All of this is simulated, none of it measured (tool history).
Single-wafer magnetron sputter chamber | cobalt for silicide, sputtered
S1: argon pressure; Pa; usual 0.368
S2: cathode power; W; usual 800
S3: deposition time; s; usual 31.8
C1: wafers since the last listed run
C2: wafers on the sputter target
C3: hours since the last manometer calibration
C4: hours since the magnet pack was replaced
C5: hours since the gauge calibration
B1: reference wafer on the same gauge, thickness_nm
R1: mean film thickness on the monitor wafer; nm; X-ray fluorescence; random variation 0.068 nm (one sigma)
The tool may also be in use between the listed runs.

run   hour     S1    S2    S3    C1    C2      C3      C4     C5      B1      R1
  1      0  0.368   800  31.8     0  1805   535.1  5026.8     11  11.092  12.403
  2   30.2  0.368   800  31.8   637  2442   565.3    5057   41.2  11.098   12.32
  3   49.5  0.368   650  27.3   407  2850   584.6  5076.3   60.5    11.1   9.044
  4  105.6  0.368   800  31.8  1184  4034   640.7  5132.4  116.6  11.098   11.92
     121.5  -- sputter target and shields replaced
  5  147.4  0.368   800  31.8   713   547   682.5  5174.2  158.4  11.109  12.423
  6  166.8  0.368   800  31.8   409   956   701.9  5193.6  177.8  11.096  12.572
  7  183.3   0.41   950  31.8   348  1305   718.4  5210.1  194.3  11.095  13.948
  8  197.5  0.368   800  33.2   299  1604   732.6  5224.3  208.5  11.106  12.864
  9  227.5  0.368   800  33.2   633  2238   762.6  5254.3  238.5  11.098  12.829
 10  248.5  0.368   800  33.2   443  2681   783.6  5275.3  259.5  11.104   12.86
 11  272.3  0.368   800  36.4   502  3183   807.4  5299.1  283.3  11.088  14.049
     331.6  -- sputter target and shields replaced
 12  367.5  0.368   800  36.4  1840   757   902.6  5394.3  378.5  11.096  14.375
 13  396.5  0.368   800  36.4   612  1369   931.6  5423.3  407.5   11.09  14.412
 14  430.2  0.368   800  31.8   711  2080   965.3    5457  441.2  11.085  12.341
 15  460.2  0.263   800    26   633  2713   995.3    5487  471.2  11.093  10.436
 16  489.5  0.368   800  31.8   618  3332  1024.6  5516.3  500.5  11.106  12.251
 17  511.6  0.368   800  31.8   466  3798  1046.7  5538.4  522.6  11.095  12.103
     515.4  -- gauge calibrated
 18  547.6  0.368   800  26.9   759  4558  1082.7  5574.4   32.2  11.098  10.048
     570.7  -- capacitance manometer re-zeroed and calibrated
     576.9  -- magnet pack replaced
 19  577.4  0.368   800  31.8   329  4887     6.7     0.5     62   11.11  11.615
 20  593.4  0.277   800  31.8   337  5225    22.7    16.5     78  11.106  11.819
     602.8  -- sputter target and shields replaced
 21  615.7  0.368   800  35.1   301   272      45    38.8  100.3  11.101   13.92
 22  646.6  0.495   800  31.8   652   925    75.9    69.7  131.2  11.092  12.003
 23  663.1  0.368  1000  29.9   348  1273    92.4    86.2  147.7  11.091  14.146
 24  675.2  0.368   800    28   255  1528   104.5    98.3  159.8  11.094  11.037
 25    709  0.225   800  31.8   713  2242   138.3   132.1  193.6    11.1  12.985
 26  721.1  0.368  1000  29.9   255  2497   150.4   144.2  205.7  11.099  13.854
 27  743.8  0.368   800  31.8   479  2976   173.1   166.9  228.4  11.091  12.427
 28  758.9  0.327   800  36.9   318  3295   188.2     182  243.5  11.108  14.262

5 ways to go on from here, each from the tool as it stands after run 28. What would each give?
  A  759.3  0.511  800  31.8   8  3304  188.6  182.4  243.9   ?   ?
  B  759.3   0.25  650  30.2   8  3304  188.6  182.4  243.9   ?   ?
  C  759.3  0.429  950  31.8   8  3304  188.6  182.4  243.9   ?   ?
  D  759.3  0.307  950  31.8   8  3304  188.6  182.4  243.9   ?   ?
  E  759.3  0.368  900  37.4   8  3304  188.6  182.4  243.9   ?   ?

run      B1      R1
  A  11.106  11.793
  B  11.106  10.246
  C  11.106  13.768
  D  11.106  14.201
  E  11.106  15.756
Without the tool's hidden state the same runs would have given:
run      R1
  A  12.146
  B  10.554
  C  14.181
  D  14.627
  E  16.228
